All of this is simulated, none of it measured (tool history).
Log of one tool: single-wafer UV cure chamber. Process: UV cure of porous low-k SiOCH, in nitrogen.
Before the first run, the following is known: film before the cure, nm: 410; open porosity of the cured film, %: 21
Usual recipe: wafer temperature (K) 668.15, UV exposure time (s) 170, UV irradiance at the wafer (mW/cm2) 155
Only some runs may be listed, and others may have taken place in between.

| run | hour | wafer temperature (K) | UV exposure time (s) | UV irradiance at the wafer (mW/cm2) | loss of film thickness in the cure (%) |
|---|---|---|---|---|---|
| 1 | 0.0 | 668.15 | 170 | 132 | 9.235 |
| 2 | 162.3 | 668.15 | 170 | 132 | 8.751 |
| 3 | 189.9 | 668.15 | 170 | 132 | 8.596 |
|  | 221.4 | quartz window cleaned |
| 4 | 255.8 | 668.15 | 170 | 155 | 10.046 |
| 5 | 303.2 | 668.15 | 170 | 155 | 10.083 |
| 6 | 336.8 | 668.15 | 170 | 155 | 9.642 |
| 7 | 391.6 | 655.15 | 170 | 155 | 9.479 |
| 8 | 438.4 | 655.15 | 170 | 155 | 9.323 |
| 9 | 615.2 | 668.15 | 170 | 155 | 8.832 |
|  | 629.5 | quartz window cleaned |
| 10 | 660.2 | 668.15 | 170 | 155 | 9.933 |
| 11 | 708.2 | 668.15 | 170 | 155 | 9.809 |
| 12 | 752.1 | 662.15 | 170 | 155 | 9.476 |
|  | 776.5 | UV bulbs replaced |
| 13 | 816.1 | 668.15 | 170 | 169 | 11.876 |
| 14 | 864.5 | 668.15 | 170 | 129 | 10.234 |
| 15 | 932.0 | 668.15 | 170 | 129 | 10.140 |
|  | 986.7 | quartz window cleaned |
| 16 | 993.0 | 668.15 | 170 | 129 | 10.941 |
| 17 | 1059.1 | 668.15 | 170 | 155 | 11.815 |
| 18 | 1109.9 | 686.15 | 170 | 155 | 11.480 |
| 19 | 1145.0 | 687.15 | 225 | 115 | 11.026 |
| 20 | 1198.4 | 668.15 | 170 | 193 | 11.380 |
| 21 | 1228.8 | 668.15 | 170 | 155 | 10.839 |
| 22 | 1276.2 | 687.15 | 90 | 142 | 7.716 |
|  | 1328.2 | quartz window cleaned |
| 23 | 1334.5 | 668.15 | 170 | 155 | 11.180 |
| 24 | 1365.8 | 668.15 | 170 | 155 | 11.139 |
| 25 | 1425.0 | 681.15 | 135 | 155 | 9.987 |
| 26 | 1466.4 | 660.15 | 170 | 155 | 10.672 |
| 27 | 1498.0 | 668.15 | 105 | 155 | 8.344 |
| 28 | 1567.0 | 668.15 | 270 | 155 | 12.501 |
| 29 | 1600.9 | 668.15 | 170 | 155 | 10.210 |
| 30 | 1654.9 | 668.15 | 170 | 155 | 9.984 |
|  | 1720.0 | quartz window cleaned |
| 31 | 1720.5 | 668.15 | 170 | 155 | 10.627 |
| 32 | 1775.9 | 658.15 | 110 | 143 | 8.179 |
| 33 | 1824.2 | 668.15 | 170 | 144 | 10.173 |
| 34 | 1880.1 | 668.15 | 230 | 117 | 10.389 |
| 35 | 1924.7 | 668.15 | 170 | 166 | 10.522 |

Each row is a separate what-if for the run after 35, all from the same tool condition, not one after another. Results?
| A | 1925.2 | 668.15 | 130 | 155 | ? |
| B | 1925.2 | 653.15 | 90 | 155 | ? |
| C | 1925.2 | 651.15 | 170 | 155 | ? |
| D | 1925.2 | 668.15 | 200 | 121 | ? |

| run | loss of film thickness in the cure (%) |
|---|---|
| A | 8.831 |
| B | 7.049 |
| C | 9.699 |
| D | 9.624 |
Stripped of hidden state, with their random variation kept, the same runs would have yielded:
| run | loss of film thickness in the cure (%) |
|---|---|
| A | 10.932 |
| B | 9.045 |
| C | 11.848 |
| D | 11.769 |

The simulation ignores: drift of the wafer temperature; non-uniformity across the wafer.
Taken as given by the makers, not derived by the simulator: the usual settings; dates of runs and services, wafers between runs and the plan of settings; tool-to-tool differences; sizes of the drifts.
